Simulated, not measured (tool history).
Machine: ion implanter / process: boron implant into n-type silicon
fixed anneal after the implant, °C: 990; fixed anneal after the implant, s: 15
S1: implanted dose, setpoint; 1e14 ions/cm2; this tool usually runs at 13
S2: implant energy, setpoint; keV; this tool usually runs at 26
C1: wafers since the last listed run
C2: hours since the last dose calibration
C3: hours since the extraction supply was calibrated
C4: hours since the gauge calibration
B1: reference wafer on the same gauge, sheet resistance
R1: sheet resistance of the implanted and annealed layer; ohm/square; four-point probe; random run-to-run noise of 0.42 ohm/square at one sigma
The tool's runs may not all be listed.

{"run": 1, "day": 0.0, "S1": 13, "S2": 20.5, "C1": 0, "C2": 1290, "C3": 2642.7, "C4": 281.6, "B1": 100.14, "R1": 112.39}
{"run": 2, "day": 2.971, "S1": 13, "S2": 20.5, "C1": 871, "C2": 1361.3, "C3": 2714, "C4": 352.9, "B1": 99.95, "R1": 112.38}
{"run": 3, "day": 5.208, "S1": 13, "S2": 20.5, "C1": 656, "C2": 1415, "C3": 2767.7, "C4": 406.6, "B1": 100, "R1": 112.06}
{"run": 4, "day": 7.121, "S1": 13, "S2": 26, "C1": 561, "C2": 1460.9, "C3": 2813.6, "C4": 452.5, "B1": 99.96, "R1": 108.75}
{"run": 5, "day": 9.638, "S1": 13, "S2": 26, "C1": 738, "C2": 1521.3, "C3": 2874, "C4": 512.9, "B1": 100.09, "R1": 109.38}
{"run": 6, "day": 11.721, "S1": 13, "S2": 26, "C1": 611, "C2": 1571.3, "C3": 2924, "C4": 562.9, "B1": 99.88, "R1": 109.85}
{"run": 7, "day": 13.271, "S1": 10.76, "S2": 26, "C1": 454, "C2": 1608.5, "C3": 2961.2, "C4": 600.1, "B1": 100.13, "R1": 126.88}
{"run": 8, "day": 15.867, "S1": 10.76, "S2": 26, "C1": 761, "C2": 1670.8, "C3": 3023.5, "C4": 662.4, "B1": 99.91, "R1": 126.22}
{"run": 9, "day": 18.558, "S1": 13, "S2": 24, "C1": 789, "C2": 1735.4, "C3": 3088.1, "C4": 727, "B1": 99.98, "R1": 110.61}
{"run": 10, "day": 19.992, "S1": 13, "S2": 26, "C1": 420, "C2": 1769.8, "C3": 3122.5, "C4": 761.4, "B1": 100.02, "R1": 110.28}
{"day": 21.658, "done": "extraction supply calibrated"}
{"run": 11, "day": 21.679, "S1": 13, "S2": 26, "C1": 397, "C2": 1810.3, "C3": 0.5, "C4": 801.9, "B1": 99.99, "R1": 110.2}
{"run": 12, "day": 23.208, "S1": 13, "S2": 26, "C1": 448, "C2": 1847, "C3": 37.2, "C4": 838.6, "B1": 100.08, "R1": 111.18}
{"run": 13, "day": 26.192, "S1": 13, "S2": 26, "C1": 875, "C2": 1918.6, "C3": 108.8, "C4": 910.2, "B1": 100.19, "R1": 109.86}
{"run": 14, "day": 27.308, "S1": 15.19, "S2": 23, "C1": 327, "C2": 1945.4, "C3": 135.6, "C4": 937, "B1": 100.01, "R1": 101.02}
{"run": 15, "day": 30.271, "S1": 16.32, "S2": 31, "C1": 869, "C2": 2016.5, "C3": 206.7, "C4": 1008.1, "B1": 100.06, "R1": 92.68}
{"run": 16, "day": 32.804, "S1": 13, "S2": 26, "C1": 743, "C2": 2077.3, "C3": 267.5, "C4": 1068.9, "B1": 99.91, "R1": 110.48}
{"run": 17, "day": 33.908, "S1": 13, "S2": 28.5, "C1": 324, "C2": 2103.8, "C3": 294, "C4": 1095.4, "B1": 100.01, "R1": 110.29}
{"day": 34.567, "done": "Faraday cup replaced and dose calibrated"}
{"day": 34.8, "done": "gauge calibrated"}
{"run": 18, "day": 34.908, "S1": 10.26, "S2": 26, "C1": 195, "C2": 8.2, "C3": 318, "C4": 2.6, "B1": 100, "R1": 129.22}
{"run": 19, "day": 37.646, "S1": 15, "S2": 23.5, "C1": 803, "C2": 73.9, "C3": 383.7, "C4": 68.3, "B1": 100.01, "R1": 98.8}
{"run": 20, "day": 40.596, "S1": 13, "S2": 33.5, "C1": 865, "C2": 144.7, "C3": 454.5, "C4": 139.1, "B1": 99.99, "R1": 105.53}
{"run": 21, "day": 41.704, "S1": 9.11, "S2": 26, "C1": 325, "C2": 171.3, "C3": 481.1, "C4": 165.7, "B1": 99.97, "R1": 141.88}
{"run": 22, "day": 43.758, "S1": 13, "S2": 26, "C1": 602, "C2": 220.6, "C3": 530.4, "C4": 215, "B1": 99.96, "R1": 107.53}
{"run": 23, "day": 44.758, "S1": 14.08, "S2": 33, "C1": 293, "C2": 244.6, "C3": 554.4, "C4": 239, "B1": 99.84, "R1": 99.85}
{"run": 24, "day": 47.262, "S1": 15.99, "S2": 32.5, "C1": 734, "C2": 304.7, "C3": 614.5, "C4": 299.1, "B1": 100.1, "R1": 91.44}
{"run": 25, "day": 49.538, "S1": 14.87, "S2": 26, "C1": 667, "C2": 359.3, "C3": 669.1, "C4": 353.7, "B1": 100.18, "R1": 98.52}
{"run": 26, "day": 51.762, "S1": 13, "S2": 30.5, "C1": 652, "C2": 412.7, "C3": 722.5, "C4": 407.1, "B1": 100.05, "R1": 105.95}

Consider 3 possible next runs. They are alternatives, not a sequence: every one starts from the tool as it was left by run 26. What does each give?
{"run": "A", "day": 51.779, "S1": 13, "S2": 26, "C1": 4, "C2": 413.1, "C3": 722.9, "C4": 407.5, "B1": "?", "R1": "?"}
{"run": "B", "day": 51.779, "S1": 14.6, "S2": 31.5, "C1": 4, "C2": 413.1, "C3": 722.9, "C4": 407.5, "B1": "?", "R1": "?"}
{"run": "C", "day": 51.779, "S1": 15.22, "S2": 19.5, "C1": 4, "C2": 413.1, "C3": 722.9, "C4": 407.5, "B1": "?", "R1": "?"}

run=A B1=99.95 R1=108.03
run=B B1=99.95 R1=97.75
run=C B1=99.95 R1=101.75
Stripped of hidden state, with their random variation kept, the same runs would have yielded:
run=A R1=107.52
run=B R1=97.3
run=C R1=101.36

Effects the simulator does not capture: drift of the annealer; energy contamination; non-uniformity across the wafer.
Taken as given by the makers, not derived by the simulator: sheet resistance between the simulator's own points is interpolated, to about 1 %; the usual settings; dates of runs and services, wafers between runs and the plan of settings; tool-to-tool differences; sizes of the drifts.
